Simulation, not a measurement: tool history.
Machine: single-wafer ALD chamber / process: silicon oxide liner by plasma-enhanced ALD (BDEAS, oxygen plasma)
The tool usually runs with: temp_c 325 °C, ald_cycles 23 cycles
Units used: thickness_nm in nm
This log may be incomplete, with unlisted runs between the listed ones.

run	hour	temp_c	ald_cycles	wafers since the last listed run	hours since the last thermocouple change	hours since the gauge calibration	read-back reference wafer on the same gauge, thickness_nm	thickness_nm
1	0	325	23	0	1207.2	433	2.48	2.142
2	93.8	325	23	1165	1301	526.8	2.481	2.15
3	366.3	325	23	3387	1573.5	799.3	2.481	2.136
4	446.1	331	23	991	1653.3	879.1	2.479	2.122
# hour 487: thermocouple changed; heater temperature recalibrated
5	551.4	331	23	1209	64.4	984.4	2.483	2.125
6	637.7	333	24	1072	150.7	1070.7	2.482	2.217
7	691.1	333	24	663	204.1	1124.1	2.482	2.213
8	770.4	335	25	985	283.4	1203.4	2.482	2.298
9	818.1	319	22	592	331.1	1251.1	2.478	2.06
# hour 901.7: gauge calibrated
10	903.2	325	23	1057	416.2	1.5	2.478	2.138
11	964.6	319	21	763	477.6	62.9	2.481	1.956
12	1022.5	335	20	719	535.5	120.8	2.478	1.851
13	1088.9	325	23	825	601.9	187.2	2.479	2.137
14	1168.7	314	27	991	681.7	267	2.481	2.552
15	1214.7	333	23	571	727.7	313	2.479	2.129

What was the tool's hidden state at every run in the log?
wafer temperature above the value expected at the setpoint (K): 0 at every run
gauge reads high (%): 0 at every run
